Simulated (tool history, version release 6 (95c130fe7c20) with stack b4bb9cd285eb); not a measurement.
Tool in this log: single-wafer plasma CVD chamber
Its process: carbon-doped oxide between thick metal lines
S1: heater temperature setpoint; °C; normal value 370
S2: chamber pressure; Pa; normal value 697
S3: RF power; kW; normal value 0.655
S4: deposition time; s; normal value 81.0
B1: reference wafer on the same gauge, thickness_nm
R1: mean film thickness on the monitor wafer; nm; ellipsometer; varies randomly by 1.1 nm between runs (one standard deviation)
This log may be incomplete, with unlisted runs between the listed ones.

run    hour   S1   S2     S3    S4       B1       R1
  1     0.0  370  697  0.655  81.0  377.025  437.569
  2    50.0  370  697  0.655  81.0  377.208  437.458
  3   108.9  370  697  0.700  81.0  377.096  455.100
  4   150.4  370  697  0.700  81.0  376.999  456.345
  5   188.0  370  697  0.700  81.0  376.979  456.604
  6   213.8  370  697  0.655  81.0  376.950  437.307
  7   257.9  370  697  0.655  81.0  377.491  436.530
  8   319.0  370  697  0.655  81.0  377.040  437.910
  9   353.2  370  697  0.655  74.6  376.600  402.962
 10   392.3  370  697  0.655  74.6  376.819  402.870
 11   451.7  370  697  0.655  74.6  376.797  402.485
      504.9  -- gauge calibrated
 12   513.6  370  697  0.655  92.7  376.871  501.034
 13   543.1  370  697  0.655  81.0  377.224  436.127
 14   568.6  379  697  0.655  70.4  376.668  373.800
 15   601.6  370  697  0.655  81.0  376.774  439.238
 16   643.1  370  697  0.655  81.0  377.197  436.730
 17   676.2  370  736  0.655  81.0  377.075  441.291
      710.3  -- RF generator calibrated
 18   710.8  356  697  0.690  81.0  376.720  482.009
 19   756.0  370  697  0.655  81.0  377.269  448.969
      764.5  -- capacitance manometer re-zeroed and calibrated
 20   785.2  370  697  0.655  72.4  377.132  397.286
      841.4  -- showerhead replaced
 21   841.9  370  743  0.565  92.5  377.262  462.286
 22   873.0  370  563  0.655  86.4  376.838  450.922
 23   933.1  370  697  0.655  81.0  376.963  440.615
 24   963.8  365  525  0.585  81.0  376.849  391.774
      984.7  -- thermocouple changed; heater temperature recalibrated
 25  1026.0  370  697  0.655  71.3  377.088  386.186
 26  1064.9  370  563  0.655  86.4  376.472  448.324
 27  1136.1  370  605  0.755  81.0  377.092  464.662
     1179.6  -- gauge calibrated
 28  1189.4  385  697  0.710  67.4  377.021  372.465
 29  1260.0  370  861  0.655  81.0  376.629  448.848

Forecast each of these 3 alternatives for the next run:
  A  1260.4  370  601  0.655  81.0   ?   ?
  B  1260.4  370  697  0.655  69.0   ?   ?
  C  1260.4  358  697  0.655  71.3   ?   ?

run       B1       R1
  A  377.084  422.567
  B  377.084  370.205
  C  377.084  393.673
What these runs would have given with no unlogged condition in the tool:
run       R1
  A  433.168
  B  379.510
  C  403.568

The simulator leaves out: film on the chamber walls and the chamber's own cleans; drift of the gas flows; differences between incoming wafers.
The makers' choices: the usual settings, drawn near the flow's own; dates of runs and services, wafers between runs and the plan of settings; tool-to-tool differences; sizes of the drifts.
